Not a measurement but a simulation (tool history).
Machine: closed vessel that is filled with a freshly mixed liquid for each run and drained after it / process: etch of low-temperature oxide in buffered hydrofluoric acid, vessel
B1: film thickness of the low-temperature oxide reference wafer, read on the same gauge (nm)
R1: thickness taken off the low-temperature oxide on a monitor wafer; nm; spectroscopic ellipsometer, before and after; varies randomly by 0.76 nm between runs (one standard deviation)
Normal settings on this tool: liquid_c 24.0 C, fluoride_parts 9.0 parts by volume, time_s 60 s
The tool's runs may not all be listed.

Run 1, hour 0.0: usual settings; B1 29.97. Result: R1 188.85 nm.
Run 2, hour 26.1: usual settings; B1 30.02. Result: R1 188.55 nm.
Run 3, hour 48.2: usual settings; B1 30.01. Result: R1 187.47 nm.
Run 4, hour 80.4: usual settings but fluoride_parts 10.5 parts by volume; B1 29.99. Result: R1 169.35 nm.
Run 5, hour 114.5: usual settings but fluoride_parts 10.5 parts by volume; B1 29.98. Result: R1 168.76 nm.
At hour 119.6: gauge calibrated.
Run 6, hour 145.1: usual settings; B1 30.00. Result: R1 189.51 nm.
Run 7, hour 177.5: usual settings; B1 30.00. Result: R1 190.41 nm.
Run 8, hour 208.6: usual settings but liquid_c 20.0 C, fluoride_parts 11.0 parts by volume, time_s 45 s; B1 30.04. Result: R1 96.99 nm.
Run 9, hour 220.7: usual settings; B1 30.00. Result: R1 189.42 nm.
At hour 240.5: hydrofluoric acid flow meter replaced.
Run 10, hour 253.7: usual settings but liquid_c 20.5 C, fluoride_parts 10.0 parts by volume; B1 30.01. Result: R1 145.62 nm.
At hour 268.6: thermometer replaced.
Run 11, hour 285.0: usual settings but liquid_c 20.5 C, time_s 85 s; B1 30.02. Result: R1 221.65 nm.
Run 12, hour 299.9: usual settings but liquid_c 22.0 C; B1 30.01. Result: R1 169.46 nm.
Run 13, hour 322.1: usual settings but liquid_c 27.5 C, fluoride_parts 10.5 parts by volume; B1 30.00. Result: R1 203.34 nm.
Run 14, hour 351.4: usual settings but time_s 40 s; B1 30.01. Result: R1 126.81 nm.

Predict each of these 3 candidate next runs independently; none follows another, all start after run 14:
Run A, hour 352.1: usual settings but fluoride_parts 11.0 parts by volume; B1 ?. Result: R1 ?.
Run B, hour 352.1: usual settings but liquid_c 27.5 C, fluoride_parts 11.0 parts by volume; B1 ?. Result: R1 ?.
Run C, hour 352.1: usual settings but liquid_c 19.5 C; B1 ?. Result: R1 ?.

run     B1      R1
  A  30.01  159.70
  B  30.01  192.87
  C  30.01  145.97
With no hidden state in the tool, these same runs would have given:
run      R1
  A  159.70
  B  192.87
  C  145.97

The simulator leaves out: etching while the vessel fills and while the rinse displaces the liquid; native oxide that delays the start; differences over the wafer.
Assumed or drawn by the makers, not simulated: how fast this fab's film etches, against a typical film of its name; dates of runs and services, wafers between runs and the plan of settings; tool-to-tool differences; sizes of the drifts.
